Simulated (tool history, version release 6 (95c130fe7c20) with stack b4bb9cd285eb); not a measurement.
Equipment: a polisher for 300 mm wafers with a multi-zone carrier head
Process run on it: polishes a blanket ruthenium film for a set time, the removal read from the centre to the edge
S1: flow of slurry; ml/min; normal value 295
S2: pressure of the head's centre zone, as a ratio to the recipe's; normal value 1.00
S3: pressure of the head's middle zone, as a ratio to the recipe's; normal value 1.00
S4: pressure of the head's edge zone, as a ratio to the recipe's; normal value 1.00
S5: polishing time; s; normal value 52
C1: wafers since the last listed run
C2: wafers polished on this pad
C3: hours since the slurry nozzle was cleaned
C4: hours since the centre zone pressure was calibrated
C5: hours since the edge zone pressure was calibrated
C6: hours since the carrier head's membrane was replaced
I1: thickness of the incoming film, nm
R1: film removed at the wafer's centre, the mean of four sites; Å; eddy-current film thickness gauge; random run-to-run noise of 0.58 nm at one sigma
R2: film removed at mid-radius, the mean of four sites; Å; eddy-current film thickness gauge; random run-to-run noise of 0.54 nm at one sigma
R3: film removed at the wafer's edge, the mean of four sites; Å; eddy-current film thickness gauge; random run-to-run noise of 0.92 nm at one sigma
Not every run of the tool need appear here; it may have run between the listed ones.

run,hour,S1,S2,S3,S4,S5,C1,C2,C3,C4,C5,C6,I1,R1,R2,R3
1,0.0,390,1.05,1.09,1.12,52,0,1703,287.2,26.5,315.5,910.9,613.1,780,807,765
2,22.9,255,0.91,1.00,1.00,52,201,1905,310.1,49.4,338.4,933.8,618.2,640,707,697
# hour 29.4: carrier head's membrane replaced by a new one
3,40.7,295,1.00,1.00,1.00,52,112,2018,327.9,67.2,356.2,11.3,613.6,708,726,691
# hour 49.9: worn pad replaced by a new one
4,60.4,295,1.03,1.00,1.00,52,138,92,347.6,86.9,375.9,31.0,610.1,712,721,704
5,88.7,295,1.00,1.00,0.89,52,249,341,375.9,115.2,404.2,59.3,610.7,691,715,658
6,124.3,260,1.00,0.90,1.12,60,313,655,411.5,150.8,439.8,94.9,608.4,768,723,794
# hour 129.0: slurry nozzle cleaned
7,144.4,295,1.00,1.10,1.00,41,168,824,15.4,170.9,459.9,115.0,610.3,587,642,577
8,157.7,295,1.09,1.00,1.04,52,117,941,28.7,184.2,473.2,128.3,606.1,810,750,736
9,188.9,365,1.00,1.00,1.00,52,275,1216,59.9,215.4,504.4,159.5,613.6,757,766,739
10,207.4,295,1.00,1.00,1.00,52,163,1379,78.4,233.9,522.9,178.0,610.0,735,752,715
11,227.4,295,1.05,1.00,0.89,52,176,1555,98.4,253.9,542.9,198.0,607.5,769,761,700
12,273.2,295,1.00,1.11,1.00,52,403,1959,144.2,299.7,588.7,243.8,611.2,723,810,728
# hour 298.4: worn pad replaced by a new one
13,298.9,295,1.00,1.00,1.00,36,191,4,169.9,325.4,614.4,269.5,608.5,509,519,501
14,320.0,220,0.97,1.04,1.00,70,186,190,191.0,346.5,635.5,290.6,606.7,912,1004,932
15,348.0,295,1.00,1.00,1.00,52,246,437,219.0,374.5,663.5,318.6,613.6,728,746,722
16,363.2,295,1.00,1.07,1.00,59,134,571,234.2,389.7,678.7,333.8,615.5,827,891,815
17,384.8,295,1.07,1.00,0.92,60,190,761,255.8,411.3,700.3,355.4,614.8,891,847,798
18,419.9,295,1.00,0.90,1.00,42,309,1071,290.9,446.4,735.4,390.5,605.6,575,546,591
19,436.4,295,1.00,1.00,1.00,52,145,1216,307.4,462.9,751.9,407.0,608.3,709,732,712
# hour 458.8: slurry nozzle cleaned
20,467.6,295,1.00,1.00,1.00,47,266,1482,8.8,494.1,783.1,438.2,615.4,669,676,644
21,488.3,250,1.00,0.96,1.00,52,182,1665,29.5,514.8,803.8,458.9,613.0,710,708,725

5 ways to go on from here, each from the tool as it stands after run 21. What would each give?
A,488.7,295,1.00,1.00,1.00,52,3,1669,29.9,515.2,804.2,459.3,600.2,?,?,?
B,488.7,295,1.00,1.11,1.00,63,3,1669,29.9,515.2,804.2,459.3,600.2,?,?,?
C,488.7,295,1.00,1.00,0.90,52,3,1669,29.9,515.2,804.2,459.3,600.2,?,?,?
D,488.7,345,1.00,1.00,1.00,64,3,1669,29.9,515.2,804.2,459.3,600.2,?,?,?
E,488.7,215,0.96,1.12,1.00,34,3,1669,29.9,515.2,804.2,459.3,600.2,?,?,?

run,R1,R2,R3
A,741,748,735
B,899,990,889
C,741,748,703
D,929,935,916
E,443,515,464
Without the tool's unlogged condition, the same runs would have read:
run,R1,R2,R3
A,745,751,737
B,903,994,892
C,745,751,705
D,932,939,918
E,446,519,466
